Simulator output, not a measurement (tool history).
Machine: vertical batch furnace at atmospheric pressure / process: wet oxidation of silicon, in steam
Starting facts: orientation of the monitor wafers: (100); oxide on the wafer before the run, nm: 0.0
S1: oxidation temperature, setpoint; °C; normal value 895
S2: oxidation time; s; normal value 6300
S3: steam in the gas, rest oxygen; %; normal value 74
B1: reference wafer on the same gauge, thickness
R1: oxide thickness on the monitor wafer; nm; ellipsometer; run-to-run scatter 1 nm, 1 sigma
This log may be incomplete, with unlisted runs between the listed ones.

{"run": 1, "hour": 0.0, "S1": 895, "S2": 6300, "S3": 74, "B1": 204.83, "R1": 172.89}
{"run": 2, "hour": 68.7, "S1": 895, "S2": 6300, "S3": 74, "B1": 204.66, "R1": 174.38}
{"run": 3, "hour": 99.2, "S1": 895, "S2": 5400, "S3": 74, "B1": 204.87, "R1": 151.76}
{"run": 4, "hour": 115.8, "S1": 895, "S2": 5400, "S3": 74, "B1": 204.6, "R1": 151.94}
{"run": 5, "hour": 146.9, "S1": 895, "S2": 5400, "S3": 74, "B1": 204.98, "R1": 153.3}
{"run": 6, "hour": 166.0, "S1": 895, "S2": 6300, "S3": 74, "B1": 205.06, "R1": 173.79}
{"hour": 194.9, "done": "gauge calibrated"}
{"run": 7, "hour": 198.3, "S1": 895, "S2": 6300, "S3": 74, "B1": 204.87, "R1": 175.35}
{"run": 8, "hour": 232.4, "S1": 895, "S2": 6300, "S3": 66, "B1": 204.7, "R1": 156.69}
{"hour": 266.9, "done": "steam generator serviced"}
{"hour": 282.3, "done": "thermocouples replaced and temperature profile calibrated"}
{"run": 9, "hour": 282.8, "S1": 913, "S2": 3750, "S3": 83, "B1": 204.93, "R1": 155.24}
{"run": 10, "hour": 287.7, "S1": 895, "S2": 3600, "S3": 74, "B1": 204.66, "R1": 106.37}
{"run": 11, "hour": 318.9, "S1": 905, "S2": 5490, "S3": 74, "B1": 204.75, "R1": 176.98}
{"run": 12, "hour": 347.8, "S1": 907, "S2": 6300, "S3": 70, "B1": 205.2, "R1": 194.65}
{"run": 13, "hour": 381.1, "S1": 895, "S2": 6300, "S3": 74, "B1": 205.63, "R1": 175.09}
{"run": 14, "hour": 406.5, "S1": 895, "S2": 6300, "S3": 67, "B1": 205.07, "R1": 159.95}

Hidden state, per run?
true tube temperature minus thermocouple reading, K: 0 across all the runs
steam share off its setpoint, % of the setpoint: 0 across all the runs
gauge reads high (%): 0 across all the runs
